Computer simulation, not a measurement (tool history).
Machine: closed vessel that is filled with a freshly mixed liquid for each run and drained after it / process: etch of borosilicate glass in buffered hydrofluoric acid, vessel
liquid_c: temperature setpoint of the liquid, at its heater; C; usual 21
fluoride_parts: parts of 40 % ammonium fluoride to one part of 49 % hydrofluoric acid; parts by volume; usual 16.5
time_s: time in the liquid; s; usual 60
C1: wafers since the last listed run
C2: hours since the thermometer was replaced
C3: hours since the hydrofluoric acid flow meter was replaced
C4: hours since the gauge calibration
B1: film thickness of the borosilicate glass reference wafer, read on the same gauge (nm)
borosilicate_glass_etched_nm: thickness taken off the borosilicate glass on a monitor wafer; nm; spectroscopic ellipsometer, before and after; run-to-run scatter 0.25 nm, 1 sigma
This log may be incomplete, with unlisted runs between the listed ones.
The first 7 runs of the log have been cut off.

Run 8, hour 593.9: usual settings; C1 9252; C2 240.6; C3 1642.5; C4 2574.1; B1 120. Result: borosilicate_glass_etched_nm 40.12 nm.
Run 9, hour 647.6: usual settings; C1 4741; C2 294.3; C3 1696.2; C4 2627.8; B1 120.02. Result: borosilicate_glass_etched_nm 40.43 nm.
Run 10, hour 748: usual settings but liquid_c 25 C, fluoride_parts 22.5 parts by volume, time_s 35 s; C1 8864; C2 394.7; C3 1796.6; C4 2728.2; B1 120.04. Result: borosilicate_glass_etched_nm 22.4 nm.
Run 11, hour 835.7: usual settings but time_s 75 s; C1 7742; C2 482.4; C3 1884.3; C4 2815.9; B1 119.98. Result: borosilicate_glass_etched_nm 50.35 nm.
Run 12, hour 925.5: usual settings; C1 7928; C2 572.2; C3 1974.1; C4 2905.7; B1 120.01. Result: borosilicate_glass_etched_nm 40.21 nm.
Run 13, hour 979: usual settings; C1 4723; C2 625.7; C3 2027.6; C4 2959.2; B1 120.03. Result: borosilicate_glass_etched_nm 40.14 nm.
At hour 1017.9: hydrofluoric acid flow meter replaced.
Run 14, hour 1067.6: usual settings; C1 7734; C2 714.3; C3 49.7; C4 3047.8; B1 119.97. Result: borosilicate_glass_etched_nm 40.06 nm.
Run 15, hour 1174.3: usual settings but liquid_c 18 C, time_s 70 s; C1 9420; C2 821; C3 156.4; C4 3154.5; B1 119.99. Result: borosilicate_glass_etched_nm 39.73 nm.
Run 16, hour 1233: usual settings but liquid_c 22.5 C; C1 5182; C2 879.7; C3 215.1; C4 3213.2; B1 120. Result: borosilicate_glass_etched_nm 43.81 nm.
Run 17, hour 1324.4: usual settings but time_s 30 s; C1 8069; C2 971.1; C3 306.5; C4 3304.6; B1 119.96. Result: borosilicate_glass_etched_nm 20.41 nm.
At hour 1380.2: gauge calibrated.
Run 18, hour 1385.5: usual settings but liquid_c 17 C, fluoride_parts 21 parts by volume, time_s 30 s; C1 5394; C2 1032.2; C3 367.6; C4 5.3; B1 119.99. Result: borosilicate_glass_etched_nm 12.79 nm.
Run 19, hour 1426.3: usual settings but liquid_c 17.5 C, time_s 90 s; C1 3602; C2 1073; C3 408.4; C4 46.1; B1 119.99. Result: borosilicate_glass_etched_nm 49.82 nm.
Run 20, hour 1481.7: usual settings; C1 4891; C2 1128.4; C3 463.8; C4 101.5; B1 119.99. Result: borosilicate_glass_etched_nm 40.26 nm.
Run 21, hour 1576: usual settings but liquid_c 17 C, time_s 90 s; C1 8325; C2 1222.7; C3 558.1; C4 195.8; B1 119.99. Result: borosilicate_glass_etched_nm 47.71 nm.
Run 22, hour 1628.9: usual settings but fluoride_parts 21 parts by volume, time_s 30 s; C1 4670; C2 1275.6; C3 611; C4 248.7; B1 120.02. Result: borosilicate_glass_etched_nm 15.99 nm.
Run 23, hour 1696.5: usual settings but liquid_c 25.5 C, fluoride_parts 10.5 parts by volume; C1 5968; C2 1343.2; C3 678.6; C4 316.3; B1 120.01. Result: borosilicate_glass_etched_nm 80.41 nm.
Run 24, hour 1767.5: usual settings; C1 6268; C2 1414.2; C3 749.6; C4 387.3; B1 119.99. Result: borosilicate_glass_etched_nm 40.52 nm.
Run 25, hour 1846: usual settings but liquid_c 18 C, fluoride_parts 20.5 parts by volume, time_s 30 s; C1 6930; C2 1492.7; C3 828.1; C4 465.8; B1 120. Result: borosilicate_glass_etched_nm 13.79 nm.
Run 26, hour 1946.9: usual settings; C1 8908; C2 1593.6; C3 929; C4 566.7; B1 120. Result: borosilicate_glass_etched_nm 39.76 nm.
Run 27, hour 2031.8: usual settings; C1 7495; C2 1678.5; C3 1013.9; C4 651.6; B1 120. Result: borosilicate_glass_etched_nm 39.68 nm.
Run 28, hour 2132.6: usual settings; C1 8899; C2 1779.3; C3 1114.7; C4 752.4; B1 119.99. Result: borosilicate_glass_etched_nm 39.57 nm.
Run 29, hour 2185: usual settings; C1 4626; C2 1831.7; C3 1167.1; C4 804.8; B1 119.99. Result: borosilicate_glass_etched_nm 39.49 nm.
Run 30, hour 2269.1: usual settings but liquid_c 24.5 C; C1 7425; C2 1915.8; C3 1251.2; C4 888.9; B1 120. Result: borosilicate_glass_etched_nm 48.14 nm.
Run 31, hour 2359.8: usual settings but liquid_c 25 C, time_s 70 s; C1 8007; C2 2006.5; C3 1341.9; C4 979.6; B1 120.02. Result: borosilicate_glass_etched_nm 57.71 nm.

Each row is a separate what-if for the run after 31, all from the same tool condition, not one after another. Results?
Run A, hour 2360.5: usual settings but fluoride_parts 21 parts by volume; C1 61; C2 2007.2; C3 1342.6; C4 980.3; B1 ?. Result: borosilicate_glass_etched_nm ?.
Run B, hour 2360.5: usual settings but liquid_c 18.5 C; C1 61; C2 2007.2; C3 1342.6; C4 980.3; B1 ?. Result: borosilicate_glass_etched_nm ?.
Run C, hour 2360.5: usual settings but liquid_c 22.5 C, fluoride_parts 11 parts by volume; C1 61; C2 2007.2; C3 1342.6; C4 980.3; B1 ?. Result: borosilicate_glass_etched_nm ?.
Run D, hour 2360.5: usual settings but liquid_c 17.5 C, fluoride_parts 20 parts by volume, time_s 35 s; C1 61; C2 2007.2; C3 1342.6; C4 980.3; B1 ?. Result: borosilicate_glass_etched_nm ?.
Run E, hour 2360.5: usual settings but fluoride_parts 19 parts by volume, time_s 75 s; C1 61; C2 2007.2; C3 1342.6; C4 980.3; B1 ?. Result: borosilicate_glass_etched_nm ?.

run      B1  borosilicate_glass_etched_nm
  A  119.99                         31.78
  B  119.99                         34.66
  C  119.99                         64.52
  D  119.99                         15.79
  E  119.99                         43.24
The same runs, with their run-to-run variation unchanged, on a tool lacking any hidden condition would have given:
run  borosilicate_glass_etched_nm
  A                         32.64
  B                         35.62
  C                         66.25
  D                         16.23
  E                         44.42

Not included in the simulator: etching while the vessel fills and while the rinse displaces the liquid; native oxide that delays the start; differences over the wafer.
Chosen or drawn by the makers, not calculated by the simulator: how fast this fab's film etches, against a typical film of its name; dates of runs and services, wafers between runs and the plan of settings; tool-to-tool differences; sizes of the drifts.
